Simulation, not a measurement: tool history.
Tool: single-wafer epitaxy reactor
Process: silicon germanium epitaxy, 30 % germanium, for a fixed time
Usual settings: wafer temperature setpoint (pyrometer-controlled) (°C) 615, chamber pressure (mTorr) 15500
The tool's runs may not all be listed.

| run | hour | wafer temperature setpoint (pyrometer-controlled) (°C) | chamber pressure (mTorr) | read-back reference wafer on the same gauge, thickness_nm | mean film thickness on the monitor wafer (nm) |
|---|---|---|---|---|---|
| 1 | 0.0 | 615 | 15500 | 78.915 | 64.872 |
| 2 | 9.2 | 615 | 15500 | 78.911 | 65.047 |
| 3 | 15.9 | 603 | 15500 | 79.029 | 53.513 |
|  | 17.0 | gauge calibrated |
| 4 | 31.9 | 615 | 15500 | 78.837 | 64.975 |
| 5 | 40.3 | 615 | 15500 | 78.971 | 65.282 |
| 6 | 55.0 | 615 | 15500 | 78.883 | 65.357 |
| 7 | 70.5 | 619 | 15500 | 78.912 | 69.239 |
|  | 127.0 | showerhead replaced, of another model than before |
| 8 | 127.5 | 619 | 15500 | 78.896 | 69.229 |
| 9 | 133.3 | 624 | 15500 | 78.921 | 74.513 |
| 10 | 150.7 | 623 | 17700 | 78.931 | 75.596 |
| 11 | 168.0 | 623 | 17700 | 78.987 | 75.329 |
| 12 | 181.3 | 629 | 14500 | 78.826 | 79.387 |
| 13 | 193.4 | 629 | 16700 | 78.874 | 81.490 |
|  | 194.9 | gauge calibrated |
| 14 | 209.7 | 602 | 14500 | 78.996 | 51.233 |
| 15 | 218.0 | 615 | 15500 | 78.895 | 64.126 |
|  | 227.3 | capacitance manometer re-zeroed and calibrated |
| 16 | 229.9 | 615 | 15500 | 78.964 | 64.392 |
|  | 243.0 | pyrometer calibrated |
| 17 | 243.5 | 615 | 15500 | 78.926 | 69.688 |
| 18 | 256.0 | 622 | 14300 | 78.774 | 75.929 |
| 19 | 268.2 | 603 | 17600 | 78.828 | 59.378 |
| 20 | 300.1 | 629 | 17700 | 78.863 | 88.508 |
| 21 | 310.9 | 615 | 17200 | 78.841 | 71.074 |
| 22 | 318.2 | 626 | 15500 | 78.822 | 82.334 |

Forecast each of these 3 alternatives for the next run:
| A | 318.6 | 615 | 15500 | ? | ? |
| B | 318.6 | 626 | 17100 | ? | ? |
| C | 318.6 | 627 | 13600 | ? | ? |

| run | read-back reference wafer on the same gauge, thickness_nm | mean film thickness on the monitor wafer (nm) |
|---|---|---|
| A | 78.935 | 69.361 |
| B | 78.935 | 84.191 |
| C | 78.935 | 80.901 |
Without the tool's hidden state the same runs would have given:
| run | mean film thickness on the monitor wafer (nm) |
|---|---|
| A | 70.883 |
| B | 85.998 |
| C | 82.634 |
